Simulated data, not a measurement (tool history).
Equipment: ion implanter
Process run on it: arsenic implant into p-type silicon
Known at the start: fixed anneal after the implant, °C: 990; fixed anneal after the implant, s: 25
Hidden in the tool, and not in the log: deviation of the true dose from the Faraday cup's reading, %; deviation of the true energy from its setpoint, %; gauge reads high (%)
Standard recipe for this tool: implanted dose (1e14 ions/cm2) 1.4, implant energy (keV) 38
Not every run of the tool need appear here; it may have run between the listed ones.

| run | hour | implanted dose (1e14 ions/cm2) | implant energy (keV) | wafers since the last listed run | hours since the last dose calibration | hours since the extraction supply was calibrated | hours since the gauge calibration | read-back reference wafer on the same gauge, sheet resistance | sheet resistance of the implanted and annealed layer (ohm/square) |
|---|---|---|---|---|---|---|---|---|---|
| 1 | 0 | 1.16 | 46 | 0 | 1516 | 5499 | 336.6 | 370.93 | 499.41 |
| 2 | 17 | 1.16 | 46 | 179 | 1533 | 5516 | 353.6 | 370.94 | 496.7 |
| 3 | 29 | 1.4 | 48 | 126 | 1545 | 5528 | 365.6 | 371.07 | 435.29 |
| 4 | 46 | 1.4 | 38 | 179 | 1562 | 5545 | 382.6 | 371.06 | 451.5 |
| 5 | 59.2 | 1.4 | 38 | 139 | 1575.2 | 5558.2 | 395.8 | 370.87 | 454.73 |
| 6 | 74.5 | 1.22 | 42 | 161 | 1590.5 | 5573.5 | 411.1 | 370.74 | 491.47 |
| 7 | 85 | 1.22 | 42 | 111 | 1601 | 5584 | 421.6 | 370.87 | 491.23 |
| 8 | 101.9 | 1.4 | 38 | 178 | 1617.9 | 5600.9 | 438.5 | 371.02 | 454.96 |
| 9 | 109.3 | 1.4 | 38 | 78 | 1625.3 | 5608.3 | 445.9 | 370.99 | 452.53 |
| 10 | 117.5 | 1.4 | 38 | 86 | 1633.5 | 5616.5 | 454.1 | 371.05 | 453.71 |
| 11 | 124.9 | 1.4 | 38 | 78 | 1640.9 | 5623.9 | 461.5 | 371.03 | 454.37 |
| 12 | 142.5 | 1.4 | 43.5 | 186 | 1658.5 | 5641.5 | 479.1 | 371.08 | 444.63 |
| 13 | 153.1 | 1.5 | 38 | 112 | 1669.1 | 5652.1 | 489.7 | 371.07 | 435.42 |
| 14 | 163.1 | 1.4 | 29 | 105 | 1679.1 | 5662.1 | 499.7 | 371.03 | 475.2 |
| 15 | 175 | 1.4 | 29 | 125 | 1691 | 5674 | 511.6 | 370.95 | 475.16 |
| 16 | 192.9 | 1.4 | 29 | 189 | 1708.9 | 5691.9 | 529.5 | 371.03 | 473.78 |
| 17 | 205.1 | 1.7 | 38 | 129 | 1721.1 | 5704.1 | 541.7 | 370.96 | 397.64 |
|  | 213 | gauge calibrated |
| 18 | 215.2 | 1.7 | 38 | 106 | 1731.2 | 5714.2 | 2.2 | 370.95 | 397.61 |
| 19 | 225.5 | 1.4 | 32 | 108 | 1741.5 | 5724.5 | 12.5 | 370.88 | 469.05 |
| 20 | 240.2 | 1.72 | 45.5 | 155 | 1756.2 | 5739.2 | 27.2 | 371.16 | 383.58 |
| 21 | 248 | 1.4 | 38 | 82 | 1764 | 5747 | 35 | 370.94 | 454.62 |
| 22 | 256.3 | 1.03 | 38 | 87 | 1772.3 | 5755.3 | 43.3 | 371.07 | 560.54 |
| 23 | 264 | 1.4 | 38 | 81 | 1780 | 5763 | 51 | 371.01 | 455.54 |
| 24 | 279.6 | 1.2 | 25 | 165 | 1795.6 | 5778.6 | 66.6 | 370.71 | 545.17 |
| 25 | 294.3 | 1.4 | 38 | 155 | 1810.3 | 5793.3 | 81.3 | 370.79 | 453.04 |
| 26 | 319.8 | 1.53 | 30 | 269 | 1835.8 | 5818.8 | 106.8 | 371.11 | 447.42 |
|  | 343.2 | extraction supply calibrated |
| 27 | 343.7 | 1.58 | 29 | 168 | 1859.7 | 0.5 | 130.7 | 371.11 | 437.62 |
|  | 352.5 | Faraday cup replaced and dose calibrated |
| 28 | 353 | 1.01 | 49 | 13 | 0.5 | 9.8 | 140 | 370.9 | 542.13 |
| 29 | 363.3 | 1.4 | 38 | 108 | 10.8 | 20.1 | 150.3 | 371.06 | 452.88 |
| 30 | 379.9 | 0.99 | 51 | 175 | 27.4 | 36.7 | 166.9 | 371.02 | 543.01 |
| 31 | 395 | 1.74 | 38 | 159 | 42.5 | 51.8 | 182 | 370.93 | 390.32 |
| 32 | 401.2 | 1.4 | 29 | 65 | 48.7 | 58 | 188.2 | 371.18 | 475.87 |
| 33 | 410.7 | 1.4 | 38 | 100 | 58.2 | 67.5 | 197.7 | 370.84 | 453.67 |
| 34 | 427.7 | 1.79 | 29.5 | 179 | 75.2 | 84.5 | 214.7 | 371.13 | 398.49 |
| 35 | 436.1 | 1.4 | 38 | 88 | 83.6 | 92.9 | 223.1 | 371.26 | 453.4 |
| 36 | 447.4 | 1.65 | 25 | 119 | 94.9 | 104.2 | 234.4 | 371.11 | 432.22 |
| 37 | 460.3 | 1.24 | 28 | 136 | 107.8 | 117.1 | 247.3 | 370.94 | 524.11 |
| 38 | 474.5 | 1.02 | 45.5 | 150 | 122 | 131.3 | 261.5 | 370.91 | 544.14 |

What differs in the tool's unlogged condition from the final listed run ahead of each entry between runs to the first listed run following it?
Logged between run 17 and run 18: gauge calibrated (hour 213)
  no hidden state differs between the two runs
Logged between run 26 and run 27: extraction supply calibrated (hour 343.2)
  no hidden state differs between the two runs
Logged between run 27 and run 28: Faraday cup replaced and dose calibrated (hour 352.5)
  no hidden state differs between the two runs
